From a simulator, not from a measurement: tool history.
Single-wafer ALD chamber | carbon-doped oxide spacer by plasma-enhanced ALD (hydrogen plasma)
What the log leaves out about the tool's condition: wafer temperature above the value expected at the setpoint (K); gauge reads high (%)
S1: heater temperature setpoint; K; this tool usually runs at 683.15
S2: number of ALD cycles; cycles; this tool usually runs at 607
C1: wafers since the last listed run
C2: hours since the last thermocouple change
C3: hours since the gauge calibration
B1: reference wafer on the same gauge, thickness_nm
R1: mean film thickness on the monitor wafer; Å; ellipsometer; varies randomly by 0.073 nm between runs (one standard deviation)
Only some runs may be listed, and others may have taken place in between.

run	day	S1	S2	C1	C2	C3	B1	R1
1	0	678.15	607	0	540.5	925.3	24.79	293.71
2	1.454	683.15	560	26	575.4	960.2	24.816	267.68
3	3.375	683.15	560	34	621.5	1006.3	24.782	267.55
# day 3.742: gauge calibrated
4	6	683.15	560	47	684.5	54.2	24.776	267.55
5	8.088	671.15	520	37	734.6	104.3	24.811	255.92
6	12.742	683.15	607	83	846.3	216	24.796	288.59
7	14.154	683.15	607	25	880.2	249.9	24.802	288.87
8	16.367	683.15	607	39	933.3	303	24.787	287.55
9	18.138	683.15	607	31	975.8	345.5	24.789	288.79
10	19.567	683.15	607	25	1010.1	379.8	24.79	288.35
11	21.408	683.15	607	33	1054.3	424	24.798	289.54
12	22.621	683.15	607	21	1083.4	453.1	24.796	287.58
# day 27.404: thermocouple changed; heater temperature recalibrated
13	28.208	683.15	607	94	19.3	587.2	24.799	291
14	29.279	683.15	607	19	45	612.9	24.811	292.27
15	31.1	683.15	607	32	88.7	656.6	24.785	291.78
16	33.888	683.15	681	50	155.6	723.5	24.792	326.78
17	36.504	683.15	607	47	218.4	786.3	24.805	291.57
18	38.312	683.15	607	32	261.8	829.7	24.793	291.92
19	39.862	696.15	498	27	299	866.9	24.805	230.46
# day 42.358: gauge calibrated
20	42.729	688.15	508	51	367.8	8.9	24.803	241.14
21	45.204	676.15	702	44	427.2	68.3	24.794	342.2
22	47.046	683.15	607	33	471.4	112.5	24.79	290.32
23	48.129	692.15	709	19	497.4	138.5	24.806	329.8
24	50.646	683.15	675	45	557.8	198.9	24.809	323
25	51.675	683.15	607	18	582.5	223.6	24.817	290.03
26	52.862	683.15	607	21	611	252.1	24.791	290.28
27	58.804	678.15	728	106	753.6	394.7	24.776	352.3
28	61.608	683.15	607	50	820.9	462	24.8	288.54
29	63.338	671.15	696	31	862.4	503.5	24.806	342.28
30	66.108	683.15	523	49	928.9	570	24.799	249.07
31	67.121	683.15	607	18	953.2	594.3	24.796	289.93
32	69.538	687.15	535	43	1011.2	652.3	24.803	252.12
33	71.667	683.15	607	38	1062.3	703.4	24.791	287.9
34	73.354	672.15	607	30	1102.8	743.9	24.808	296.54
35	76.171	688.15	650	50	1170.4	811.5	24.79	303.4
36	79.154	671.15	684	53	1242	883.1	24.813	335.71
37	81.775	687.15	535	47	1304.9	946	24.806	250.66

Across each entry between runs, compare the hidden state at the last listed run before it with the hidden state at the first listed run after it:
After run 3, before run 4: gauge calibrated (day 3.742)
  wafer temperature above the value expected at the setpoint (K): 2.59 -> 2.87
  measured value less the no-hidden-state value, R1: -1.89 -> -2.1 Å
After run 12, before run 13: thermocouple changed; heater temperature recalibrated (day 27.404)
  wafer temperature above the value expected at the setpoint (K): 4.62 -> -0.413
  measured value less the no-hidden-state value, R1: -3.66 -> +0.33 Å
After run 19, before run 20: gauge calibrated (day 42.358)
  wafer temperature above the value expected at the setpoint (K): 0.817 -> 1.12
  measured value less the no-hidden-state value, R1: -0.53 -> -0.75 Å
